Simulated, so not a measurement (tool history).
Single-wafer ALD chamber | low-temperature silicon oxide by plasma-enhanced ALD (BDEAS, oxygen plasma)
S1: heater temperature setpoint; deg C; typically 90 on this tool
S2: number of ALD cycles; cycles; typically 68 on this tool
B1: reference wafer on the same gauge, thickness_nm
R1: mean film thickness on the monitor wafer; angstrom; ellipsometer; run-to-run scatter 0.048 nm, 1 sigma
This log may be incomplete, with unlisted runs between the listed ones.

run 1 hour=0.0 | S1=90 S2=68 | B1=8.700 | R1=103.80
run 2 hour=39.2 | S1=100 S2=61 | B1=8.701 | R1=89.14
run 3 hour=97.8 | S1=100 S2=61 | B1=8.690 | R1=89.64
run 4 hour=146.0 | S1=90 S2=68 | B1=8.699 | R1=104.37
-- hour=206.1 thermocouple changed; heater temperature recalibrated
run 5 hour=213.8 | S1=87 S2=68 | B1=8.696 | R1=103.20
run 6 hour=268.3 | S1=87 S2=68 | B1=8.699 | R1=103.95
run 7 hour=362.8 | S1=87 S2=68 | B1=8.703 | R1=103.92
run 8 hour=441.7 | S1=90 S2=68 | B1=8.706 | R1=102.52
run 9 hour=535.6 | S1=90 S2=68 | B1=8.700 | R1=102.36
-- hour=573.4 gauge calibrated
run 10 hour=642.4 | S1=90 S2=55 | B1=8.704 | R1=83.40
run 11 hour=707.9 | S1=90 S2=59 | B1=8.696 | R1=90.18
run 12 hour=764.0 | S1=79 S2=72 | B1=8.700 | R1=114.83
run 13 hour=858.2 | S1=78 S2=78 | B1=8.701 | R1=124.86
run 14 hour=933.9 | S1=104 S2=68 | B1=8.701 | R1=98.89
run 15 hour=1033.0 | S1=90 S2=68 | B1=8.702 | R1=104.14
-- hour=1167.7 thermocouple changed; heater temperature recalibrated
run 16 hour=1342.6 | S1=102 S2=59 | B1=8.696 | R1=85.63
run 17 hour=1411.5 | S1=87 S2=68 | B1=8.698 | R1=103.80
run 18 hour=1486.5 | S1=97 S2=65 | B1=8.698 | R1=95.85

Branching from run 18: 3 alternative next runs. What would each branch give?
run A hour=1487.0 | S1=90 S2=61 | B1=? | R1=?
run B hour=1487.0 | S1=105 S2=73 | B1=? | R1=?
run C hour=1487.0 | S1=78 S2=62 | B1=? | R1=?

run=A B1=8.701 R1=93.25
run=B B1=8.701 R1=106.06
run=C B1=8.701 R1=99.27
The same runs, with their run-to-run variation unchanged, on a tool lacking any hidden condition would have given:
run=A R1=92.75
run=B R1=105.76
run=C R1=98.77
